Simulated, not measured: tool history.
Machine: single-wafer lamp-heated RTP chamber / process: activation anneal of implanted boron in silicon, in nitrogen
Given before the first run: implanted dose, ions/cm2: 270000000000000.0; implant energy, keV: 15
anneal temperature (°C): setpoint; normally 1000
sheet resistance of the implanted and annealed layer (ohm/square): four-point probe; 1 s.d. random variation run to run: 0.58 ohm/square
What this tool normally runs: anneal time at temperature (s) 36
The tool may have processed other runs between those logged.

run,day,anneal temperature (°C),anneal time at temperature (s),wafers since the last listed run,wafers since the last pyrometer calibration,wafers since the reflector plate was cleaned,hours since the gauge calibration,"read-back reference wafer on the same gauge, sheet resistance",sheet resistance of the implanted and annealed layer (ohm/square)
1,0.000,1000,36,0,261,6155,92.9,357.98,384.52
2,0.996,1000,36,261,522,6416,116.8,357.98,384.19
3,1.654,1000,36,172,695,6588,132.6,358.03,384.72
4,2.679,1000,36,268,964,6857,157.2,357.99,384.61
5,3.879,1000,36,314,1278,7172,186.0,358.04,384.12
6,4.917,1000,36,272,1550,7444,210.9,358.08,383.42
7,5.604,1010,30,180,1731,7624,227.4,358.02,382.37
8,6.579,1010,30,255,1986,7880,250.8,357.94,382.75
9,8.008,1010,30,374,2361,8255,285.1,358.01,382.76
10,9.504,1000,36,392,2753,8647,321.0,357.94,384.07
11,10.967,1000,36,383,3137,9031,356.1,358.04,383.71
12,13.204,1000,36,586,3724,9618,409.8,358.07,382.52
13,13.767,984,36,147,3871,9765,423.3,358.04,387.11
14,14.604,1000,36,219,4091,9985,443.4,357.92,382.67
15,15.662,1000,36,277,4369,10262,468.8,358.12,383.17
16,16.996,1028,36,349,4718,10612,500.8,358.12,379.76
17,18.304,1000,20,343,5061,10955,532.2,358.23,384.60
18,19.442,1000,57,298,5360,11253,559.5,357.88,380.46
19,20.671,1020,55,322,5682,11576,589.0,358.19,379.24
# day 21.392: gauge calibrated
20,21.392,1000,36,189,5871,11765,0.0,358.00,381.65
# day 22.062: pyrometer window cleaned and pyrometer calibrated
21,22.158,979,17,113,24,11878,18.4,358.00,401.49
# day 22.554: reflector plate cleaned
22,22.850,1000,29,93,118,78,35.0,357.86,386.12
23,24.279,1000,36,374,493,452,69.3,358.09,384.96
24,25.212,1000,36,244,738,697,91.7,358.17,384.28
25,26.167,1020,55,250,988,947,114.6,358.02,379.48
26,27.396,1017,20,322,1310,1270,144.1,357.94,382.82
27,28.071,1000,43,177,1487,1447,160.3,358.02,382.88
28,29.071,976,17,262,1750,1709,184.3,357.94,400.96
29,29.783,1011,15,186,1936,1896,201.4,357.87,383.86
30,30.800,1000,36,266,2203,2163,225.8,358.20,383.95
31,31.804,1000,51,263,2466,2426,249.9,358.03,382.51
32,32.325,1012,58,136,2603,2562,262.4,358.04,378.48
33,33.538,989,57,317,2921,2880,291.5,358.00,384.47
34,34.767,1000,36,322,3243,3203,321.0,358.01,383.53
35,35.662,1000,36,234,3478,3438,342.5,357.97,383.91
36,37.083,1000,36,372,3851,3810,376.6,358.17,382.70
37,38.446,1000,36,357,4208,4168,409.3,357.94,382.33

Hidden state, per run?
wafer temperature error from the tarnished reflector plate, K: 0 across all the runs
gauge reads high (%): 0 across all the runs
H1: true wafer temperature minus pyrometer reading, K
run,H1
1,1.84
2,2.32
3,2.64
4,3.14
5,3.72
6,4.22
7,4.55
8,5.02
9,5.71
10,6.43
11,7.14
12,8.22
13,8.49
14,8.9
15,9.41
16,10.1
17,10.7
18,11.2
19,11.8
20,12.2
21,0.798
22,1.13
23,1.82
24,2.27
25,2.73
26,3.33
27,3.65
28,4.14
29,4.48
30,4.97
31,5.46
32,5.71
33,6.3
34,6.89
35,7.32
36,8.01
37,8.67
